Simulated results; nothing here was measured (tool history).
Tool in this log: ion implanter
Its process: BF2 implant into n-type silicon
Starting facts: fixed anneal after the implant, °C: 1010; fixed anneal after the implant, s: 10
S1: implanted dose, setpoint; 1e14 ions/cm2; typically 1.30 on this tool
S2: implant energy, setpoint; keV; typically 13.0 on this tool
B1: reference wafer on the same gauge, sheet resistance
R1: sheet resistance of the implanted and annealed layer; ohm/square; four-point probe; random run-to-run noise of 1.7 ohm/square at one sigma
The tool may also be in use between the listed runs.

run 1 day=0.000 | S1=1.30 S2=13.0 | B1=677.61 | R1=809.62
run 2 day=4.133 | S1=1.30 S2=13.0 | B1=677.87 | R1=811.71
run 3 day=8.288 | S1=1.30 S2=13.0 | B1=678.31 | R1=809.40
run 4 day=12.571 | S1=1.30 S2=13.0 | B1=677.46 | R1=811.73
run 5 day=14.604 | S1=1.30 S2=13.0 | B1=677.26 | R1=811.83
-- day=16.471 Faraday cup replaced and dose calibrated
run 6 day=17.658 | S1=1.30 S2=13.0 | B1=678.01 | R1=799.37
run 7 day=22.083 | S1=1.30 S2=13.0 | B1=677.68 | R1=800.40
run 8 day=24.483 | S1=1.30 S2=13.0 | B1=677.94 | R1=809.60
run 9 day=26.304 | S1=1.30 S2=13.0 | B1=678.40 | R1=804.84
run 10 day=28.858 | S1=1.30 S2=13.0 | B1=678.49 | R1=811.78
run 11 day=30.500 | S1=1.30 S2=13.0 | B1=677.69 | R1=807.65
run 12 day=32.150 | S1=1.30 S2=13.0 | B1=678.18 | R1=808.45
run 13 day=35.275 | S1=1.30 S2=16.0 | B1=678.34 | R1=786.78
-- day=37.575 gauge calibrated
-- day=38.175 extraction supply calibrated
run 14 day=39.004 | S1=1.30 S2=13.0 | B1=678.41 | R1=809.35
run 15 day=41.996 | S1=1.30 S2=13.0 | B1=677.03 | R1=811.70
run 16 day=44.475 | S1=1.30 S2=13.0 | B1=678.07 | R1=812.89
-- day=49.058 Faraday cup replaced and dose calibrated
run 17 day=53.429 | S1=1.30 S2=13.0 | B1=677.83 | R1=803.41
run 18 day=55.892 | S1=1.12 S2=11.5 | B1=678.21 | R1=933.64
run 19 day=63.038 | S1=1.30 S2=13.0 | B1=677.78 | R1=806.27
run 20 day=65.250 | S1=1.02 S2=15.0 | B1=677.41 | R1=979.76
run 21 day=74.629 | S1=1.30 S2=13.0 | B1=677.82 | R1=810.58
-- day=77.479 Faraday cup replaced and dose calibrated
run 22 day=77.500 | S1=1.49 S2=10.0 | B1=678.19 | R1=733.30
run 23 day=79.179 | S1=1.30 S2=13.0 | B1=678.09 | R1=800.65
run 24 day=83.371 | S1=1.30 S2=9.5 | B1=678.97 | R1=834.37
run 25 day=86.796 | S1=1.30 S2=13.0 | B1=677.93 | R1=804.59
run 26 day=91.071 | S1=1.54 S2=10.5 | B1=677.56 | R1=714.36
run 27 day=95.450 | S1=1.42 S2=14.5 | B1=677.88 | R1=741.25
run 28 day=99.204 | S1=0.98 S2=16.5 | B1=678.06 | R1=998.87
run 29 day=101.850 | S1=1.30 S2=13.0 | B1=677.47 | R1=808.16
run 30 day=104.075 | S1=1.58 S2=9.5 | B1=677.67 | R1=712.79
run 31 day=108.046 | S1=1.30 S2=13.0 | B1=677.81 | R1=812.35
-- day=109.321 Faraday cup replaced and dose calibrated
run 32 day=110.283 | S1=1.01 S2=17.0 | B1=678.14 | R1=956.75
run 33 day=113.908 | S1=1.63 S2=13.0 | B1=677.92 | R1=657.57
run 34 day=115.517 | S1=1.66 S2=15.5 | B1=677.62 | R1=635.34
run 35 day=119.108 | S1=1.01 S2=10.5 | B1=678.32 | R1=1031.07
run 36 day=123.308 | S1=1.64 S2=13.0 | B1=678.73 | R1=660.58

Exercise: give the hidden state of the tool at every run:
deviation of the true energy from its setpoint, %: 0, the same for each run
gauge reads high (%): 0, the same for each run
H1: deviation of the true dose from the Faraday cup's reading, %
run=1 H1=-1.5
run=2 H1=-1.64
run=3 H1=-1.73
run=4 H1=-1.79
run=5 H1=-1.81
run=6 H1=-0.197
run=7 H1=-0.808
run=8 H1=-1.04
run=9 H1=-1.18
run=10 H1=-1.34
run=11 H1=-1.42
run=12 H1=-1.49
run=13 H1=-1.6
run=14 H1=-1.68
run=15 H1=-1.73
run=16 H1=-1.76
run=17 H1=-0.7
run=18 H1=-0.97
run=19 H1=-1.46
run=20 H1=-1.55
run=21 H1=-1.77
run=22 H1=-0.0512
run=23 H1=-0.35
run=24 H1=-0.906
run=25 H1=-1.21
run=26 H1=-1.47
run=27 H1=-1.64
run=28 H1=-1.74
run=29 H1=-1.78
run=30 H1=-1.82
run=31 H1=-1.86
run=32 H1=-0.232
run=33 H1=-0.765
run=34 H1=-0.945
run=35 H1=-1.25
run=36 H1=-1.5
